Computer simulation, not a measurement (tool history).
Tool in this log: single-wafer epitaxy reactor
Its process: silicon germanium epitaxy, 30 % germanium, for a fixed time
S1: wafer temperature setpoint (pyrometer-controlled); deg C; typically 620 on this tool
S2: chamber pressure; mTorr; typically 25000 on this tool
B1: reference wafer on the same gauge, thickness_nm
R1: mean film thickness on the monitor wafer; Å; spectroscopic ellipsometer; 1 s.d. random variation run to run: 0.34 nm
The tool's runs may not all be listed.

run    hour   S1     S2       B1       R1
  1       0  620  25000  116.851   982.55
  2    69.3  620  25000  117.257   981.34
  3   126.6  620  25000  116.981   982.82
  4   170.1  620  25000  116.867   983.61
  5   200.9  620  25000  117.019   977.52
  6   248.5  620  25000  116.985   981.81
  7   304.2  620  25000  117.087   988.28
  8   350.9  620  25000  116.865   980.61
      365.8  -- capacitance manometer re-zeroed and calibrated
  9   413.6  620  27800  117.023  1074.42
 10   467.8  620  27800  116.881  1069.25
 11   493.5  620  25000  117.096  1018.81
 12   522.3  620  25000  116.856  1014.52
      557.3  -- gauge calibrated
 13   577.9  620  25000  116.903  1015.79
 14   648.8  609  21400  117.207   783.87
 15   713.3  616  22300  116.862   894.74
      726.5  -- showerhead replaced
 16   764.6  608  20900  116.819   757.16
 17   807.2  609  22500  117.027   795.55
 18   858.7  632  27300  117.009  1270.85
 19   914.8  605  21200  117.045   719.76
        944  -- pyrometer calibrated
 20     966  626  31000    116.9   1214.1
 21   996.7  620  25000  116.931   997.32
 22  1035.4  630  21600      117   1099.5
 23  1064.8  615  28900  117.017   977.68
 24  1110.7  625  19800  116.997   967.78
     1160.8  -- gauge calibrated
 25  1169.7  620  25000  116.803   995.77
 26  1207.5  605  21200  117.182   713.13

Each row is a separate what-if for the run after 26, all from the same tool condition, not one after another. Results?
  A  1207.9  620  25000   ?   ?
  B  1207.9  629  20500   ?   ?
  C  1207.9  605  21000   ?   ?

run       B1       R1
  A  116.903   995.49
  B  116.903  1053.79
  C  116.903   711.82
What these runs would have given with no unlogged condition in the tool:
run       R1
  A  1016.72
  B  1076.27
  C      727
